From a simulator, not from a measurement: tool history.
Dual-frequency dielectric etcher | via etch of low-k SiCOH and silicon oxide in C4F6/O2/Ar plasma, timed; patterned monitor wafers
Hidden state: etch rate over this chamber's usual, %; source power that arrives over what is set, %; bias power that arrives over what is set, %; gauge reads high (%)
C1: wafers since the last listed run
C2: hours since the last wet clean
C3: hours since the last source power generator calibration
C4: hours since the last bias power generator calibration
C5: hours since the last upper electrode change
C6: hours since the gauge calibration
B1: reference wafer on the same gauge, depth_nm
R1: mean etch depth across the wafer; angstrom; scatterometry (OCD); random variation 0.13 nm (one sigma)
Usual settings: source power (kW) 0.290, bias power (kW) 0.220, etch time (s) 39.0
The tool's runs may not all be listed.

{"run": 1, "hour": 0.0, "source power (kW)": 0.29, "bias power (kW)": 0.22, "etch time (s)": 39.0, "C1": 0, "C2": 185.6, "C3": 1477.2, "C4": 2088.5, "C5": 5599.9, "C6": 532.5, "B1": 72.2, "R1": 892}
{"run": 2, "hour": 30.6, "source power (kW)": 0.29, "bias power (kW)": 0.22, "etch time (s)": 39.0, "C1": 383, "C2": 216.2, "C3": 1507.8, "C4": 2119.1, "C5": 5630.5, "C6": 563.1, "B1": 72.2, "R1": 888}
{"run": 3, "hour": 44.5, "source power (kW)": 0.26, "bias power (kW)": 0.22, "etch time (s)": 39.0, "C1": 174, "C2": 230.1, "C3": 1521.7, "C4": 2133.0, "C5": 5644.4, "C6": 577.0, "B1": 72.2, "R1": 849}
{"run": 4, "hour": 68.1, "source power (kW)": 0.29, "bias power (kW)": 0.22, "etch time (s)": 39.0, "C1": 296, "C2": 253.7, "C3": 1545.3, "C4": 2156.6, "C5": 5668.0, "C6": 600.6, "B1": 72.2, "R1": 889}
{"run": 5, "hour": 100.7, "source power (kW)": 0.29, "bias power (kW)": 0.22, "etch time (s)": 39.0, "C1": 408, "C2": 286.3, "C3": 1577.9, "C4": 2189.2, "C5": 5700.6, "C6": 633.2, "B1": 72.2, "R1": 891}
{"run": 6, "hour": 131.6, "source power (kW)": 0.29, "bias power (kW)": 0.263, "etch time (s)": 48.0, "C1": 387, "C2": 317.2, "C3": 1608.8, "C4": 2220.1, "C5": 5731.5, "C6": 664.1, "B1": 72.2, "R1": 1206}
{"run": 7, "hour": 159.3, "source power (kW)": 0.29, "bias power (kW)": 0.263, "etch time (s)": 48.0, "C1": 347, "C2": 344.9, "C3": 1636.5, "C4": 2247.8, "C5": 5759.2, "C6": 691.8, "B1": 72.2, "R1": 1203}
{"run": 8, "hour": 187.2, "source power (kW)": 0.29, "bias power (kW)": 0.22, "etch time (s)": 39.0, "C1": 349, "C2": 372.8, "C3": 1664.4, "C4": 2275.7, "C5": 5787.1, "C6": 719.7, "B1": 72.2, "R1": 896}
{"run": 9, "hour": 214.5, "source power (kW)": 0.29, "bias power (kW)": 0.22, "etch time (s)": 39.0, "C1": 342, "C2": 400.1, "C3": 1691.7, "C4": 2303.0, "C5": 5814.4, "C6": 747.0, "B1": 72.2, "R1": 894}
{"hour": 229.2, "done": "gauge calibrated"}
{"hour": 256.8, "done": "wet clean of the chamber"}
{"run": 10, "hour": 257.3, "source power (kW)": 0.29, "bias power (kW)": 0.22, "etch time (s)": 39.0, "C1": 235, "C2": 0.5, "C3": 1734.5, "C4": 2345.8, "C5": 5857.2, "C6": 28.1, "B1": 72.2, "R1": 891}
{"run": 11, "hour": 257.6, "source power (kW)": 0.27, "bias power (kW)": 0.22, "etch time (s)": 35.0, "C1": 3, "C2": 0.8, "C3": 1734.8, "C4": 2346.1, "C5": 5857.5, "C6": 28.4, "B1": 72.3, "R1": 775}
{"hour": 283.2, "done": "bias power generator calibrated"}
{"run": 12, "hour": 286.7, "source power (kW)": 0.29, "bias power (kW)": 0.22, "etch time (s)": 45.5, "C1": 314, "C2": 29.9, "C3": 1763.9, "C4": 3.5, "C5": 5886.6, "C6": 57.5, "B1": 72.2, "R1": 1041}
{"run": 13, "hour": 305.4, "source power (kW)": 0.29, "bias power (kW)": 0.22, "etch time (s)": 47.5, "C1": 234, "C2": 48.6, "C3": 1782.6, "C4": 22.2, "C5": 5905.3, "C6": 76.2, "B1": 72.2, "R1": 1087}
{"run": 14, "hour": 331.8, "source power (kW)": 0.29, "bias power (kW)": 0.192, "etch time (s)": 39.0, "C1": 331, "C2": 75.0, "C3": 1809.0, "C4": 48.6, "C5": 5931.7, "C6": 102.6, "B1": 72.2, "R1": 827}
{"run": 15, "hour": 347.0, "source power (kW)": 0.23, "bias power (kW)": 0.248, "etch time (s)": 33.5, "C1": 190, "C2": 90.2, "C3": 1824.2, "C4": 63.8, "C5": 5946.9, "C6": 117.8, "B1": 72.2, "R1": 736}
{"run": 16, "hour": 376.9, "source power (kW)": 0.29, "bias power (kW)": 0.22, "etch time (s)": 44.0, "C1": 375, "C2": 120.1, "C3": 1854.1, "C4": 93.7, "C5": 5976.8, "C6": 147.7, "B1": 72.2, "R1": 1009}
{"run": 17, "hour": 408.8, "source power (kW)": 0.23, "bias power (kW)": 0.22, "etch time (s)": 39.0, "C1": 400, "C2": 152.0, "C3": 1886.0, "C4": 125.6, "C5": 6008.7, "C6": 179.6, "B1": 72.2, "R1": 808}
{"run": 18, "hour": 420.9, "source power (kW)": 0.29, "bias power (kW)": 0.22, "etch time (s)": 39.0, "C1": 151, "C2": 164.1, "C3": 1898.1, "C4": 137.7, "C5": 6020.8, "C6": 191.7, "B1": 72.2, "R1": 894}
{"run": 19, "hour": 440.0, "source power (kW)": 0.23, "bias power (kW)": 0.2, "etch time (s)": 33.5, "C1": 239, "C2": 183.2, "C3": 1917.2, "C4": 156.8, "C5": 6039.9, "C6": 210.8, "B1": 72.2, "R1": 661}
{"hour": 491.0, "done": "upper electrode replaced"}
{"run": 20, "hour": 491.5, "source power (kW)": 0.29, "bias power (kW)": 0.22, "etch time (s)": 39.0, "C1": 344, "C2": 234.7, "C3": 1968.7, "C4": 208.3, "C5": 0.5, "C6": 262.3, "B1": 72.2, "R1": 896}
{"run": 21, "hour": 499.1, "source power (kW)": 0.29, "bias power (kW)": 0.22, "etch time (s)": 39.0, "C1": 95, "C2": 242.3, "C3": 1976.3, "C4": 215.9, "C5": 8.1, "C6": 269.9, "B1": 72.2, "R1": 895}
{"hour": 519.6, "done": "source power generator calibrated"}
{"run": 22, "hour": 536.1, "source power (kW)": 0.27, "bias power (kW)": 0.235, "etch time (s)": 29.0, "C1": 413, "C2": 279.3, "C3": 16.5, "C4": 252.9, "C5": 45.1, "C6": 306.9, "B1": 72.2, "R1": 656}
{"run": 23, "hour": 564.8, "source power (kW)": 0.29, "bias power (kW)": 0.22, "etch time (s)": 39.0, "C1": 359, "C2": 308.0, "C3": 45.2, "C4": 281.6, "C5": 73.8, "C6": 335.6, "B1": 72.2, "R1": 879}
{"run": 24, "hour": 584.7, "source power (kW)": 0.29, "bias power (kW)": 0.201, "etch time (s)": 47.5, "C1": 249, "C2": 327.9, "C3": 65.1, "C4": 301.5, "C5": 93.7, "C6": 355.5, "B1": 72.2, "R1": 1023}
{"run": 25, "hour": 600.1, "source power (kW)": 0.25, "bias power (kW)": 0.22, "etch time (s)": 31.0, "C1": 193, "C2": 343.3, "C3": 80.5, "C4": 316.9, "C5": 109.1, "C6": 370.9, "B1": 72.2, "R1": 657}
{"run": 26, "hour": 623.8, "source power (kW)": 0.31, "bias power (kW)": 0.22, "etch time (s)": 33.5, "C1": 297, "C2": 367.0, "C3": 104.2, "C4": 340.6, "C5": 132.8, "C6": 394.6, "B1": 72.2, "R1": 779}
{"run": 27, "hour": 653.3, "source power (kW)": 0.33, "bias power (kW)": 0.247, "etch time (s)": 42.0, "C1": 370, "C2": 396.5, "C3": 133.7, "C4": 370.1, "C5": 162.3, "C6": 424.1, "B1": 72.2, "R1": 1066}

4 ways to go on from here, each from the tool as it stands after run 27. What would each give?
{"run": "A", "hour": 653.7, "source power (kW)": 0.29, "bias power (kW)": 0.22, "etch time (s)": 39.0, "C1": 5, "C2": 396.9, "C3": 134.1, "C4": 370.5, "C5": 162.7, "C6": 424.5, "B1": "?", "R1": "?"}
{"run": "B", "hour": 653.7, "source power (kW)": 0.23, "bias power (kW)": 0.22, "etch time (s)": 49.5, "C1": 5, "C2": 396.9, "C3": 134.1, "C4": 370.5, "C5": 162.7, "C6": 424.5, "B1": "?", "R1": "?"}
{"run": "C", "hour": 653.7, "source power (kW)": 0.29, "bias power (kW)": 0.22, "etch time (s)": 42.5, "C1": 5, "C2": 396.9, "C3": 134.1, "C4": 370.5, "C5": 162.7, "C6": 424.5, "B1": "?", "R1": "?"}
{"run": "D", "hour": 653.7, "source power (kW)": 0.33, "bias power (kW)": 0.199, "etch time (s)": 39.0, "C1": 5, "C2": 396.9, "C3": 134.1, "C4": 370.5, "C5": 162.7, "C6": 424.5, "B1": "?", "R1": "?"}

run=A B1=72.2 R1=881
run=B B1=72.2 R1=1010
run=C B1=72.2 R1=960
run=D B1=72.2 R1=883
Without the tool's hidden state the same runs would have given:
run=A R1=873
run=B R1=1001
run=C R1=951
run=D R1=875

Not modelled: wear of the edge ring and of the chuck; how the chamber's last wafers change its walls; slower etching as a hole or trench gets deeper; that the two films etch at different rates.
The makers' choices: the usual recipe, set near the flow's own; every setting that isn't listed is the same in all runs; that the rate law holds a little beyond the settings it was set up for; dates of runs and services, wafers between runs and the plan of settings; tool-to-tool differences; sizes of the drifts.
